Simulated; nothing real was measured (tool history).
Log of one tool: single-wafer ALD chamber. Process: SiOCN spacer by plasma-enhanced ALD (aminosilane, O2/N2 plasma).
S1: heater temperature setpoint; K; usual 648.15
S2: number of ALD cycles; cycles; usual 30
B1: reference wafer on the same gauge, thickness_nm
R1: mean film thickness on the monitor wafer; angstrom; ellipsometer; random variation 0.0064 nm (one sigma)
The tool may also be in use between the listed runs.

Run 1, hour 0: usual settings but S1 656.15 K; B1 1.96. Result: R1 19.38 angstrom.
Run 2, hour 62.8: usual settings; B1 1.961. Result: R1 19.5 angstrom.
Run 3, hour 101.5: usual settings; B1 1.96. Result: R1 19.36 angstrom.
Run 4, hour 143.4: usual settings; B1 1.957. Result: R1 19.36 angstrom.
Run 5, hour 197.4: usual settings; B1 1.961. Result: R1 19.25 angstrom.
Run 6, hour 260.5: usual settings; B1 1.961. Result: R1 19.27 angstrom.
Run 7, hour 287.9: usual settings; B1 1.959. Result: R1 19.41 angstrom.
Run 8, hour 326.5: usual settings but S1 653.15 K; B1 1.961. Result: R1 19.46 angstrom.
Run 9, hour 384.2: usual settings but S1 653.15 K; B1 1.96. Result: R1 19.42 angstrom.
Run 10, hour 437.7: usual settings but S1 653.15 K; B1 1.96. Result: R1 19.4 angstrom.
Run 11, hour 475.5: usual settings; B1 1.958. Result: R1 19.29 angstrom.
Run 12, hour 541.6: usual settings; B1 1.961. Result: R1 19.34 angstrom.
Run 13, hour 591.6: usual settings; B1 1.962. Result: R1 19.49 angstrom.
Run 14, hour 659.2: usual settings but S2 35 cycles; B1 1.96. Result: R1 22.65 angstrom.
Run 15, hour 718.2: usual settings; B1 1.962. Result: R1 19.49 angstrom.
Run 16, hour 786.1: usual settings; B1 1.962. Result: R1 19.45 angstrom.
Run 17, hour 817.7: usual settings; B1 1.958. Result: R1 19.33 angstrom.
Run 18, hour 843.2: usual settings; B1 1.96. Result: R1 19.44 angstrom.
Run 19, hour 904.6: usual settings; B1 1.96. Result: R1 19.46 angstrom.
Run 20, hour 975.7: usual settings; B1 1.963. Result: R1 19.43 angstrom.
Run 21, hour 1036.1: usual settings; B1 1.961. Result: R1 19.29 angstrom.
Run 22, hour 1073.8: usual settings; B1 1.957. Result: R1 19.41 angstrom.
Run 23, hour 1135.4: usual settings; B1 1.959. Result: R1 19.37 angstrom.
Run 24, hour 1180.4: usual settings but S1 643.15 K, S2 33 cycles; B1 1.96. Result: R1 21.4 angstrom.
Run 25, hour 1236.9: usual settings but S1 655.15 K, S2 28 cycles; B1 1.96. Result: R1 17.97 angstrom.
Run 26, hour 1289.6: usual settings but S1 659.15 K, S2 25 cycles; B1 1.961. Result: R1 16.12 angstrom.
Run 27, hour 1336.9: usual settings; B1 1.96. Result: R1 19.43 angstrom.
Run 28, hour 1382.2: usual settings but S1 659.15 K, S2 32 cycles; B1 1.961. Result: R1 20.62 angstrom.
Run 29, hour 1420.2: usual settings but S1 657.15 K; B1 1.959. Result: R1 19.43 angstrom.
Run 30, hour 1449.2: usual settings but S1 639.15 K; B1 1.962. Result: R1 19.5 angstrom.
Run 31, hour 1488.3: usual settings but S1 639.15 K, S2 32 cycles; B1 1.96. Result: R1 20.7 angstrom.
Run 32, hour 1521.4: usual settings; B1 1.962. Result: R1 19.42 angstrom.
Run 33, hour 1557.6: usual settings but S1 636.15 K, S2 28 cycles; B1 1.96. Result: R1 18.09 angstrom.
Run 34, hour 1631.9: usual settings but S1 661.15 K, S2 36 cycles; B1 1.96. Result: R1 23.31 angstrom.
Run 35, hour 1687.1: usual settings; B1 1.961. Result: R1 19.41 angstrom.
Run 36, hour 1747: usual settings; B1 1.96. Result: R1 19.36 angstrom.
Run 37, hour 1778.5: usual settings but S2 33 cycles; B1 1.962. Result: R1 21.38 angstrom.
Run 38, hour 1846.4: usual settings but S2 26 cycles; B1 1.957. Result: R1 16.86 angstrom.
Run 39, hour 1873.6: usual settings but S1 652.15 K; B1 1.96. Result: R1 19.38 angstrom.
Run 40, hour 1930.7: usual settings; B1 1.959. Result: R1 19.34 angstrom.
Run 41, hour 1972.9: usual settings but S1 659.15 K, S2 33 cycles; B1 1.96. Result: R1 21.39 angstrom.
Run 42, hour 2125.8: usual settings but S1 661.15 K, S2 28 cycles; B1 1.96. Result: R1 18.09 angstrom.
Run 43, hour 2162.7: usual settings; B1 1.961. Result: R1 19.37 angstrom.
Run 44, hour 2226: usual settings; B1 1.96. Result: R1 19.26 angstrom.
Run 45, hour 2267.6: usual settings; B1 1.961. Result: R1 19.38 angstrom.

Not shown: 3 entries that the log had between the listed runs. Between which runs, and how does the tool's hidden state differ before and after?
Between runs 1 and 2: gauge calibrated (hour 23.6)
  no hidden state differs between the two runs
Between runs 34 and 35: thermocouple changed; heater temperature recalibrated (hour 1643.1)
  no hidden state differs between the two runs
Between runs 36 and 37: gauge calibrated (hour 1750.5)
  no hidden state differs between the two runs

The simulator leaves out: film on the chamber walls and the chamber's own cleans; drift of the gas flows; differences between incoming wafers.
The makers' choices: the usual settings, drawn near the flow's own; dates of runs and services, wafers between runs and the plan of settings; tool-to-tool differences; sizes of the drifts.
